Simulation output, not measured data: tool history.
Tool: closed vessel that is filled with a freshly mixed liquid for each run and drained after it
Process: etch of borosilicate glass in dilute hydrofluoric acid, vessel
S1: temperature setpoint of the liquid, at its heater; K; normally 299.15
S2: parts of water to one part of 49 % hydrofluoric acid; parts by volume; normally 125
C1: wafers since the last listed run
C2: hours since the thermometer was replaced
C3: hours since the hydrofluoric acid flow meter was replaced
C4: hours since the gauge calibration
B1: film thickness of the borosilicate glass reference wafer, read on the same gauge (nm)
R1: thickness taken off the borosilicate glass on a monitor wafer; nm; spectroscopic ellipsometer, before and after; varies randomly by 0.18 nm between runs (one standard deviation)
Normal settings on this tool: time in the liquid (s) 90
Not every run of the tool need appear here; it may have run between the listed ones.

Run 1, day 0: usual settings but S1 300.15 K, S2 150 parts by volume; C1 0; C2 1568.1; C3 1666; C4 183.2; B1 109.97. Result: R1 25.51 nm.
Run 2, day 0.558: usual settings; C1 1333; C2 1581.5; C3 1679.4; C4 196.6; B1 110.01. Result: R1 30.28 nm.
Run 3, day 0.838: usual settings; C1 666; C2 1588.2; C3 1686.1; C4 203.3; B1 109.96. Result: R1 30.26 nm.
Run 4, day 1.271: usual settings; C1 1034; C2 1598.6; C3 1696.5; C4 213.7; B1 109.99. Result: R1 30.13 nm.
Run 5, day 1.783: usual settings but S1 301.65 K; C1 1223; C2 1610.9; C3 1708.8; C4 226; B1 110.05. Result: R1 33.22 nm.
Run 6, day 2.333: usual settings; C1 1313; C2 1624.1; C3 1722; C4 239.2; B1 109.98. Result: R1 30 nm.
At day 2.717: thermometer replaced.
Run 7, day 2.917: usual settings but S1 296.15 K; C1 1293; C2 4.8; C3 1736; C4 253.2; B1 109.97. Result: R1 29.37 nm.
At day 3.338: hydrofluoric acid flow meter replaced.
Run 8, day 3.358: usual settings but S1 296.15 K; C1 955; C2 15.4; C3 0.5; C4 263.8; B1 109.96. Result: R1 33.22 nm.
Run 9, day 3.721: usual settings but S1 301.15 K; C1 865; C2 24.1; C3 9.2; C4 272.5; B1 110.01. Result: R1 40.08 nm.
Run 10, day 4.175: usual settings but S1 301.15 K; C1 1084; C2 35; C3 20.1; C4 283.4; B1 109.98. Result: R1 40.14 nm.
Run 11, day 4.538: usual settings but S1 301.15 K; C1 865; C2 43.7; C3 28.8; C4 292.1; B1 109.99. Result: R1 39.98 nm.
At day 4.996: gauge calibrated.
Run 12, day 5.196: usual settings but S1 302.65 K; C1 1572; C2 59.5; C3 44.6; C4 4.8; B1 109.99. Result: R1 42.14 nm.
Run 13, day 5.667: usual settings but S1 295.65 K, time in the liquid (s) 75; C1 1124; C2 70.8; C3 55.9; C4 16.1; B1 110. Result: R1 26.81 nm.
Run 14, day 6.275: usual settings; C1 1452; C2 85.4; C3 70.5; C4 30.7; B1 109.97. Result: R1 36.88 nm.
Run 15, day 6.746: usual settings; C1 1124; C2 96.7; C3 81.8; C4 42; B1 109.98. Result: R1 37.08 nm.
Run 16, day 7.233: usual settings but S1 302.65 K, S2 85 parts by volume; C1 1164; C2 108.4; C3 93.5; C4 53.7; B1 109.98. Result: R1 65.27 nm.
Run 17, day 8.538: usual settings; C1 3114; C2 139.7; C3 124.8; C4 85; B1 110.01. Result: R1 36.63 nm.
Run 18, day 8.983: usual settings but S1 297.65 K, time in the liquid (s) 130; C1 1064; C2 150.4; C3 135.5; C4 95.7; B1 109.97. Result: R1 49.84 nm.
Run 19, day 9.383: usual settings but S1 294.65 K, S2 110 parts by volume; C1 955; C2 160; C3 145.1; C4 105.3; B1 110.03. Result: R1 35.75 nm.
Run 20, day 9.746: usual settings but S1 301.15 K, time in the liquid (s) 60; C1 865; C2 168.7; C3 153.8; C4 114; B1 109.99. Result: R1 26.17 nm.
Run 21, day 10.3: usual settings; C1 1323; C2 182; C3 167.1; C4 127.3; B1 109.99. Result: R1 36.24 nm.
Run 22, day 10.571: usual settings; C1 646; C2 188.5; C3 173.6; C4 133.8; B1 109.95. Result: R1 36.72 nm.
Run 23, day 11.238: usual settings but S1 297.15 K, time in the liquid (s) 110; C1 1591; C2 204.5; C3 189.6; C4 149.8; B1 110. Result: R1 41.07 nm.
Run 24, day 11.658: usual settings but S2 150 parts by volume; C1 1004; C2 214.6; C3 199.7; C4 159.9; B1 109.95. Result: R1 29.31 nm.
Run 25, day 11.938: usual settings but S1 297.65 K, S2 75 parts by volume, time in the liquid (s) 125; C1 666; C2 221.3; C3 206.4; C4 166.6; B1 109.98. Result: R1 85.24 nm.
Run 26, day 12.196: usual settings but S2 90 parts by volume, time in the liquid (s) 75; C1 616; C2 227.5; C3 212.6; C4 172.8; B1 109.99. Result: R1 43.91 nm.
Run 27, day 12.654: usual settings but S1 302.15 K, time in the liquid (s) 140; C1 1094; C2 238.5; C3 223.6; C4 183.8; B1 109.98. Result: R1 63.74 nm.
Run 28, day 13.4: usual settings but time in the liquid (s) 125; C1 1780; C2 256.4; C3 241.5; C4 201.7; B1 110.03. Result: R1 50.28 nm.
Run 29, day 13.688: usual settings but S2 160 parts by volume, time in the liquid (s) 140; C1 686; C2 263.3; C3 248.4; C4 208.6; B1 110. Result: R1 41.9 nm.
Run 30, day 14.35: usual settings but S1 296.65 K, S2 145 parts by volume, time in the liquid (s) 60; C1 1581; C2 279.2; C3 264.3; C4 224.5; B1 109.99. Result: R1 18.3 nm.
Run 31, day 15.879: usual settings but time in the liquid (s) 130; C1 3651; C2 315.9; C3 301; C4 261.2; B1 109.99. Result: R1 51.79 nm.
Run 32, day 16.571: usual settings but S1 302.15 K, time in the liquid (s) 120; C1 1651; C2 332.5; C3 317.6; C4 277.8; B1 110.06. Result: R1 54.05 nm.
Run 33, day 17.067: usual settings but S1 294.15 K, S2 105 parts by volume, time in the liquid (s) 125; C1 1183; C2 344.4; C3 329.5; C4 289.7; B1 109.99. Result: R1 50.04 nm.

Here are 4 independent what-if runs from the current tool condition. What would each one return?
Run A, day 17.096: usual settings; C1 69; C2 345.1; C3 330.2; C4 290.4; B1 ?. Result: R1 ?.
Run B, day 17.096: usual settings but time in the liquid (s) 45; C1 69; C2 345.1; C3 330.2; C4 290.4; B1 ?. Result: R1 ?.
Run C, day 17.096: usual settings but S2 175 parts by volume, time in the liquid (s) 140; C1 69; C2 345.1; C3 330.2; C4 290.4; B1 ?. Result: R1 ?.
Run D, day 17.096: usual settings but S1 300.65 K, time in the liquid (s) 135; C1 69; C2 345.1; C3 330.2; C4 290.4; B1 ?. Result: R1 ?.

run      B1     R1
  A  110.01  36.22
  B  110.01  18.11
  C  110.01  37.89
  D  110.01  57.52
The same runs, with their run-to-run variation unchanged, on a tool lacking any hidden condition would have given:
run     R1
  A  38.02
  B  19.01
  C  39.79
  D  60.36

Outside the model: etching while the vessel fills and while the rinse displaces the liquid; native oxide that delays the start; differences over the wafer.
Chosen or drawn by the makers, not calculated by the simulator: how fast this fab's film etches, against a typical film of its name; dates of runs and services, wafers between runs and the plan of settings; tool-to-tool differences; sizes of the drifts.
